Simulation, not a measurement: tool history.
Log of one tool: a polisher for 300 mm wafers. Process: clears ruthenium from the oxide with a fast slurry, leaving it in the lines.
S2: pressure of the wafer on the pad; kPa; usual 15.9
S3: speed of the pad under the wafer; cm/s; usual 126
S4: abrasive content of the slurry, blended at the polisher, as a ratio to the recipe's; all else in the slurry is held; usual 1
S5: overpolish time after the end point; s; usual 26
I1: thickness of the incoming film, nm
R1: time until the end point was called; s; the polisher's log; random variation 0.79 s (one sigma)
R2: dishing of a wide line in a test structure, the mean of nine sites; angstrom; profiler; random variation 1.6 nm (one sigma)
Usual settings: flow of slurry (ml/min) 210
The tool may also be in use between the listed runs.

{"run": 1, "day": 0.0, "flow of slurry (ml/min)": 210, "S2": 17.9, "S3": 126, "S4": 1, "S5": 26, "I1": 209.6, "R1": 36.8, "R2": 803}
{"run": 2, "day": 1.4, "flow of slurry (ml/min)": 210, "S2": 17.9, "S3": 126, "S4": 1, "S5": 26, "I1": 209.3, "R1": 36.7, "R2": 810}
{"day": 1.562, "done": "slurry nozzle cleaned"}
{"run": 3, "day": 3.829, "flow of slurry (ml/min)": 210, "S2": 15.9, "S3": 126, "S4": 1.1, "S5": 26, "I1": 211.9, "R1": 38.7, "R2": 792}
{"run": 4, "day": 6.1, "flow of slurry (ml/min)": 210, "S2": 15.9, "S3": 126, "S4": 1.1, "S5": 26, "I1": 210.1, "R1": 39, "R2": 760}
{"day": 7.104, "done": "head pressure recalibrated"}
{"day": 7.817, "done": "slurry blender recalibrated"}
{"run": 5, "day": 7.904, "flow of slurry (ml/min)": 210, "S2": 15.9, "S3": 126, "S4": 1, "S5": 26, "I1": 212.7, "R1": 46.4, "R2": 709}
{"day": 8.85, "done": "worn pad replaced by a new one"}
{"run": 6, "day": 10.7, "flow of slurry (ml/min)": 210, "S2": 15.9, "S3": 92, "S4": 1, "S5": 29, "I1": 207, "R1": 60, "R2": 661}
{"run": 7, "day": 13.671, "flow of slurry (ml/min)": 210, "S2": 15.9, "S3": 92, "S4": 1, "S5": 29, "I1": 210, "R1": 58.5, "R2": 633}
{"run": 8, "day": 16.05, "flow of slurry (ml/min)": 210, "S2": 15.9, "S3": 126, "S4": 1, "S5": 26, "I1": 207.4, "R1": 41, "R2": 738}
{"run": 9, "day": 17.433, "flow of slurry (ml/min)": 210, "S2": 15.9, "S3": 126, "S4": 1, "S5": 26, "I1": 211.2, "R1": 41.8, "R2": 741}
{"day": 19.571, "done": "worn pad replaced by a new one"}
{"run": 10, "day": 19.592, "flow of slurry (ml/min)": 210, "S2": 15.9, "S3": 126, "S4": 1, "S5": 26, "I1": 209.3, "R1": 42.7, "R2": 723}
{"day": 20.912, "done": "slurry blender recalibrated"}
{"run": 11, "day": 20.933, "flow of slurry (ml/min)": 210, "S2": 15.9, "S3": 126, "S4": 1, "S5": 26, "I1": 209.7, "R1": 41.8, "R2": 752}
{"day": 21.575, "done": "slurry nozzle cleaned"}
{"run": 12, "day": 22.35, "flow of slurry (ml/min)": 210, "S2": 15.9, "S3": 126, "S4": 1, "S5": 26, "I1": 207.6, "R1": 41, "R2": 736}
{"run": 13, "day": 24.567, "flow of slurry (ml/min)": 210, "S2": 15.9, "S3": 126, "S4": 1, "S5": 26, "I1": 212.4, "R1": 42.7, "R2": 755}
{"day": 25.125, "done": "head pressure recalibrated"}
{"run": 14, "day": 27.012, "flow of slurry (ml/min)": 210, "S2": 15.9, "S3": 98, "S4": 1, "S5": 26, "I1": 209.1, "R1": 58, "R2": 635}
{"run": 15, "day": 28.9, "flow of slurry (ml/min)": 210, "S2": 15.9, "S3": 102, "S4": 1, "S5": 26, "I1": 207.5, "R1": 52.8, "R2": 639}
{"day": 29.283, "done": "worn pad replaced by a new one"}
{"run": 16, "day": 30.588, "flow of slurry (ml/min)": 210, "S2": 15.9, "S3": 126, "S4": 1, "S5": 26, "I1": 207.6, "R1": 42.8, "R2": 699}
{"run": 17, "day": 31.708, "flow of slurry (ml/min)": 210, "S2": 17.9, "S3": 126, "S4": 1, "S5": 26, "I1": 209.8, "R1": 36.3, "R2": 788}

The next listed run, before its measurement:
{"run": 18, "day": 34.621, "flow of slurry (ml/min)": 240, "S2": 15.9, "S3": 126, "S4": 1.3, "S5": 26, "I1": 211.4, "R1": "?", "R2": "?"}

{"run 18": {"R1": 38.3, "R2": 789}}
Without the tool's hidden state the same run would have given R1 41.7 s, R2 753 angstrom.

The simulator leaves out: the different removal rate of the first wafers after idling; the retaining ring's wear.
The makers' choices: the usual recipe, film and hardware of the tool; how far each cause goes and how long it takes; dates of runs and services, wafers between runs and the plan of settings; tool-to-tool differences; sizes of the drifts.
